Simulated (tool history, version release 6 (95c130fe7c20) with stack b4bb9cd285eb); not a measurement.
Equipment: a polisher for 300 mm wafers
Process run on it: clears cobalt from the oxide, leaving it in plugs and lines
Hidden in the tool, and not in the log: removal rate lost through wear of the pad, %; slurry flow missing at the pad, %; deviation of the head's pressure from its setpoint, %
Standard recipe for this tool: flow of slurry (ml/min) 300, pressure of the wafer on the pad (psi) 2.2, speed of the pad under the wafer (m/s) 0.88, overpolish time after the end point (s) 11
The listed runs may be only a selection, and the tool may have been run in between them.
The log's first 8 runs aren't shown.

run	hour	flow of slurry (ml/min)	pressure of the wafer on the pad (psi)	speed of the pad under the wafer (m/s)	overpolish time after the end point (s)	wafers since the last listed run	wafers polished on this pad	hours since the slurry nozzle was cleaned	hours since the head pressure was calibrated	incoming thickness of the incoming film, nm	time until the end point was called (s)	dishing of a wide line in a test structure (angstrom)
9	96.7	300	2.2	0.88	11	21	27	698.0	830.5	280.7	56.9	342
10	109.5	300	2.2	0.88	11	132	159	710.8	843.3	284.9	59.2	337
# hour 112.1: slurry nozzle cleaned
11	145.8	300	2.2	0.88	11	364	524	33.7	879.6	279.1	59.5	326
12	162.2	300	2.2	0.88	11	169	693	50.1	896.0	280.8	62.6	324
13	170.0	300	2.0	0.88	11	80	774	57.9	903.8	280.3	68.0	301
14	182.7	300	2.0	0.88	11	131	905	70.6	916.5	281.5	70.6	301
# hour 200.7: worn pad replaced by a new one
15	201.2	390	2.6	0.74	11	149	5	89.1	935.0	278.4	54.6	356
16	212.2	300	2.2	0.88	11	113	119	100.1	946.0	278.5	58.2	335
17	225.9	300	2.2	0.88	11	141	260	113.8	959.7	277.1	57.7	333
18	234.1	360	2.7	0.88	11	84	345	122.0	967.9	286.2	48.9	374

Forecast run 19:
19	250.5	300	2.2	0.98	11	169	515	138.4	984.3	278.7	?	?

Run 19 yielded time until the end point was called (s) 52.7, dishing of a wide line in a test structure (angstrom) 347.
If the tool had no hidden condition, the same run with the same run-to-run variation would have returned time until the end point was called (s) 47.5, dishing of a wide line in a test structure (angstrom) 370.

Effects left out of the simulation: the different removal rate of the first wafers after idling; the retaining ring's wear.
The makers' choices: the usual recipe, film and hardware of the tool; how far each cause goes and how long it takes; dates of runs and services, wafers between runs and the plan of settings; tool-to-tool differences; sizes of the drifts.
